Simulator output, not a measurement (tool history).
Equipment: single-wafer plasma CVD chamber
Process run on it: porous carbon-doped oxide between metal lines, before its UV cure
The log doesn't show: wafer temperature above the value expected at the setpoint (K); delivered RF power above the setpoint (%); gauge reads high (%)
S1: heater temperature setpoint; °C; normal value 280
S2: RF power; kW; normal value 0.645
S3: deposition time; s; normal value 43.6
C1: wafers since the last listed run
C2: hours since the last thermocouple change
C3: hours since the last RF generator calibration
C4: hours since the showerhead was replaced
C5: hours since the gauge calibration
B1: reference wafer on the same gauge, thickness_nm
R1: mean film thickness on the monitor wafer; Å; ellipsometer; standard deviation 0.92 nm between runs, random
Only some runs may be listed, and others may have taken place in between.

run 1 hour=0.0 | S1=280 S2=0.645 S3=43.6 | C1=0 C2=1603.0 C3=2043.9 C4=2589.5 C5=368.4 | B1=333.909 | R1=3069.20
run 2 hour=29.3 | S1=280 S2=0.645 S3=46.6 | C1=789 C2=1632.3 C3=2073.2 C4=2618.8 C5=397.7 | B1=333.880 | R1=3256.29
run 3 hour=49.4 | S1=280 S2=0.645 S3=46.6 | C1=541 C2=1652.4 C3=2093.3 C4=2638.9 C5=417.8 | B1=334.002 | R1=3267.11
run 4 hour=67.1 | S1=280 S2=0.645 S3=46.6 | C1=476 C2=1670.1 C3=2111.0 C4=2656.6 C5=435.5 | B1=333.906 | R1=3265.52
run 5 hour=89.0 | S1=285 S2=0.645 S3=43.6 | C1=590 C2=1692.0 C3=2132.9 C4=2678.5 C5=457.4 | B1=334.188 | R1=2953.85
run 6 hour=115.4 | S1=285 S2=0.645 S3=43.6 | C1=711 C2=1718.4 C3=2159.3 C4=2704.9 C5=483.8 | B1=333.930 | R1=2943.68
run 7 hour=133.6 | S1=285 S2=0.645 S3=43.6 | C1=490 C2=1736.6 C3=2177.5 C4=2723.1 C5=502.0 | B1=334.027 | R1=2940.00
run 8 hour=151.2 | S1=290 S2=0.700 S3=43.6 | C1=474 C2=1754.2 C3=2195.1 C4=2740.7 C5=519.6 | B1=334.114 | R1=2959.78
run 9 hour=187.0 | S1=290 S2=0.700 S3=43.6 | C1=964 C2=1790.0 C3=2230.9 C4=2776.5 C5=555.4 | B1=333.915 | R1=2962.15
run 10 hour=217.0 | S1=280 S2=0.645 S3=43.6 | C1=808 C2=1820.0 C3=2260.9 C4=2806.5 C5=585.4 | B1=334.154 | R1=3028.87
run 11 hour=229.3 | S1=280 S2=0.645 S3=43.6 | C1=331 C2=1832.3 C3=2273.2 C4=2818.8 C5=597.7 | B1=334.009 | R1=3028.97
-- hour=241.3 RF generator calibrated
run 12 hour=244.8 | S1=285 S2=0.530 S3=47.3 | C1=202 C2=1847.8 C3=3.5 C4=2834.3 C5=613.2 | B1=333.939 | R1=3014.36
run 13 hour=265.5 | S1=287 S2=0.680 S3=48.8 | C1=557 C2=1868.5 C3=24.2 C4=2855.0 C5=633.9 | B1=333.834 | R1=3479.51
run 14 hour=298.1 | S1=271 S2=0.705 S3=47.5 | C1=878 C2=1901.1 C3=56.8 C4=2887.6 C5=666.5 | B1=333.814 | R1=3863.01
-- hour=318.8 showerhead replaced
run 15 hour=321.9 | S1=280 S2=0.740 S3=36.7 | C1=425 C2=1924.9 C3=80.6 C4=3.1 C5=690.3 | B1=333.842 | R1=2881.28
-- hour=343.7 gauge calibrated
-- hour=394.3 thermocouple changed; heater temperature recalibrated
run 16 hour=421.3 | S1=287 S2=0.700 S3=35.2 | C1=2462 C2=27.0 C3=180.0 C4=102.5 C5=77.6 | B1=333.979 | R1=2557.01
run 17 hour=455.0 | S1=293 S2=0.730 S3=43.6 | C1=908 C2=60.7 C3=213.7 C4=136.2 C5=111.3 | B1=333.910 | R1=3096.41
run 18 hour=475.6 | S1=269 S2=0.740 S3=48.8 | C1=555 C2=81.3 C3=234.3 C4=156.8 C5=131.9 | B1=334.081 | R1=4104.46
run 19 hour=491.5 | S1=280 S2=0.645 S3=43.6 | C1=428 C2=97.2 C3=250.2 C4=172.7 C5=147.8 | B1=333.747 | R1=3176.29
run 20 hour=518.2 | S1=280 S2=0.770 S3=43.6 | C1=719 C2=123.9 C3=276.9 C4=199.4 C5=174.5 | B1=333.846 | R1=3465.85

Run 21 comes next. What will it give?
run 21 hour=546.4 | S1=280 S2=0.645 S3=46.3 | C1=759 C2=152.1 C3=305.1 C4=227.6 C5=202.7 | B1=? | R1=?

{"run 21": {"B1": 333.751, "R1": 3359.39}}
On a tool with no hidden condition, and with the same random variation, this run would have come out at R1 3384.66 Å.

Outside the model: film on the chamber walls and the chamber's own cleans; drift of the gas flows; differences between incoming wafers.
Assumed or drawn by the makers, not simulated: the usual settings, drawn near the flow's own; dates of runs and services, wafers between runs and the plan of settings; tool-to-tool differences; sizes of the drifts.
